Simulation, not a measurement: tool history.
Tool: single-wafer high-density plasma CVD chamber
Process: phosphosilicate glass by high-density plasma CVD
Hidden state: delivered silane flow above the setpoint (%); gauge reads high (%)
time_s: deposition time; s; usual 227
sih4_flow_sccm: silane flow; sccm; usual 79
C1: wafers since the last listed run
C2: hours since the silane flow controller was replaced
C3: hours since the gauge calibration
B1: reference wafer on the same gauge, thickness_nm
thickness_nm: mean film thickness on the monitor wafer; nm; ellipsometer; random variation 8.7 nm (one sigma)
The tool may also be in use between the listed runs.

run 1 hour=0 | time_s=259 sih4_flow_sccm=89 | C1=0 C2=1636.7 C3=449.8 | B1=1820.46 | thickness_nm=2167.588
run 2 hour=25.6 | time_s=259 sih4_flow_sccm=89 | C1=218 C2=1662.3 C3=475.4 | B1=1819.742 | thickness_nm=2129.628
run 3 hour=58 | time_s=259 sih4_flow_sccm=89 | C1=277 C2=1694.7 C3=507.8 | B1=1817.772 | thickness_nm=2157.527
run 4 hour=105.1 | time_s=227 sih4_flow_sccm=79 | C1=402 C2=1741.8 C3=554.9 | B1=1820.339 | thickness_nm=1665.103
run 5 hour=140.4 | time_s=227 sih4_flow_sccm=79 | C1=301 C2=1777.1 C3=590.2 | B1=1821.992 | thickness_nm=1673.364
run 6 hour=208.1 | time_s=227 sih4_flow_sccm=79 | C1=579 C2=1844.8 C3=657.9 | B1=1819.218 | thickness_nm=1674.276
run 7 hour=242.2 | time_s=227 sih4_flow_sccm=79 | C1=291 C2=1878.9 C3=692 | B1=1820.262 | thickness_nm=1673.146
run 8 hour=273.6 | time_s=227 sih4_flow_sccm=79 | C1=268 C2=1910.3 C3=723.4 | B1=1819.319 | thickness_nm=1668.223
run 9 hour=319.2 | time_s=227 sih4_flow_sccm=79 | C1=390 C2=1955.9 C3=769 | B1=1821.699 | thickness_nm=1668.852
run 10 hour=387.6 | time_s=227 sih4_flow_sccm=79 | C1=585 C2=2024.3 C3=837.4 | B1=1820.306 | thickness_nm=1680.115
-- hour=436.7 gauge calibrated
run 11 hour=445.8 | time_s=227 sih4_flow_sccm=79 | C1=497 C2=2082.5 C3=9.1 | B1=1820.084 | thickness_nm=1672.572
run 12 hour=516.3 | time_s=227 sih4_flow_sccm=79 | C1=603 C2=2153 C3=79.6 | B1=1817.601 | thickness_nm=1663.055
run 13 hour=580.8 | time_s=227 sih4_flow_sccm=79 | C1=551 C2=2217.5 C3=144.1 | B1=1821.009 | thickness_nm=1667.363
run 14 hour=640.2 | time_s=227 sih4_flow_sccm=79 | C1=508 C2=2276.9 C3=203.5 | B1=1820.048 | thickness_nm=1682.405
run 15 hour=678.9 | time_s=227 sih4_flow_sccm=70 | C1=331 C2=2315.6 C3=242.2 | B1=1820.214 | thickness_nm=1475.211
-- hour=743 silane flow controller replaced
run 16 hour=743.5 | time_s=227 sih4_flow_sccm=79 | C1=484 C2=0.5 C3=306.8 | B1=1818.503 | thickness_nm=1674.081
run 17 hour=783.1 | time_s=204 sih4_flow_sccm=65 | C1=338 C2=40.1 C3=346.4 | B1=1823.358 | thickness_nm=1239.924
run 18 hour=833 | time_s=187 sih4_flow_sccm=79 | C1=426 C2=90 C3=396.3 | B1=1823.854 | thickness_nm=1380.659
run 19 hour=862.4 | time_s=247 sih4_flow_sccm=86 | C1=251 C2=119.4 C3=425.7 | B1=1819.062 | thickness_nm=1970.312
run 20 hour=895 | time_s=189 sih4_flow_sccm=85 | C1=278 C2=152 C3=458.3 | B1=1819.845 | thickness_nm=1499.369
run 21 hour=954.5 | time_s=255 sih4_flow_sccm=75 | C1=508 C2=211.5 C3=517.8 | B1=1821.191 | thickness_nm=1778.961
run 22 hour=1000.5 | time_s=198 sih4_flow_sccm=69 | C1=393 C2=257.5 C3=563.8 | B1=1823.854 | thickness_nm=1273.015
run 23 hour=1051.5 | time_s=227 sih4_flow_sccm=79 | C1=436 C2=308.5 C3=614.8 | B1=1819.038 | thickness_nm=1661.426
run 24 hour=1121.7 | time_s=246 sih4_flow_sccm=93 | C1=600 C2=378.7 C3=685 | B1=1818.53 | thickness_nm=2119.661
run 25 hour=1191.4 | time_s=204 sih4_flow_sccm=75 | C1=596 C2=448.4 C3=754.7 | B1=1819.713 | thickness_nm=1426.739
run 26 hour=1253 | time_s=227 sih4_flow_sccm=79 | C1=526 C2=510 C3=816.3 | B1=1822.359 | thickness_nm=1673.166
run 27 hour=1303.6 | time_s=188 sih4_flow_sccm=91 | C1=432 C2=560.6 C3=866.9 | B1=1818.592 | thickness_nm=1583.874
-- hour=1310.9 gauge calibrated
run 28 hour=1330 | time_s=227 sih4_flow_sccm=64 | C1=225 C2=587 C3=19.1 | B1=1821.591 | thickness_nm=1349.484
run 29 hour=1384.7 | time_s=211 sih4_flow_sccm=91 | C1=467 C2=641.7 C3=73.8 | B1=1819.037 | thickness_nm=1783.305
run 30 hour=1431.4 | time_s=263 sih4_flow_sccm=88 | C1=399 C2=688.4 C3=120.5 | B1=1820.066 | thickness_nm=2153.961

Forecast each of these 4 alternatives for the next run:
run A hour=1431.9 | time_s=211 sih4_flow_sccm=79 | C1=4 C2=688.9 C3=121 | B1=? | thickness_nm=?
run B hour=1431.9 | time_s=200 sih4_flow_sccm=84 | C1=4 C2=688.9 C3=121 | B1=? | thickness_nm=?
run C hour=1431.9 | time_s=258 sih4_flow_sccm=79 | C1=4 C2=688.9 C3=121 | B1=? | thickness_nm=?
run D hour=1431.9 | time_s=261 sih4_flow_sccm=66 | C1=4 C2=688.9 C3=121 | B1=? | thickness_nm=?

run=A B1=1820.605 thickness_nm=1541.149
run=B B1=1820.605 thickness_nm=1553.261
run=C B1=1820.605 thickness_nm=1884.438
run=D B1=1820.605 thickness_nm=1592.647
Without the tool's hidden state the same runs would have given:
run=A thickness_nm=1541.149
run=B thickness_nm=1553.261
run=C thickness_nm=1884.438
run=D thickness_nm=1592.647

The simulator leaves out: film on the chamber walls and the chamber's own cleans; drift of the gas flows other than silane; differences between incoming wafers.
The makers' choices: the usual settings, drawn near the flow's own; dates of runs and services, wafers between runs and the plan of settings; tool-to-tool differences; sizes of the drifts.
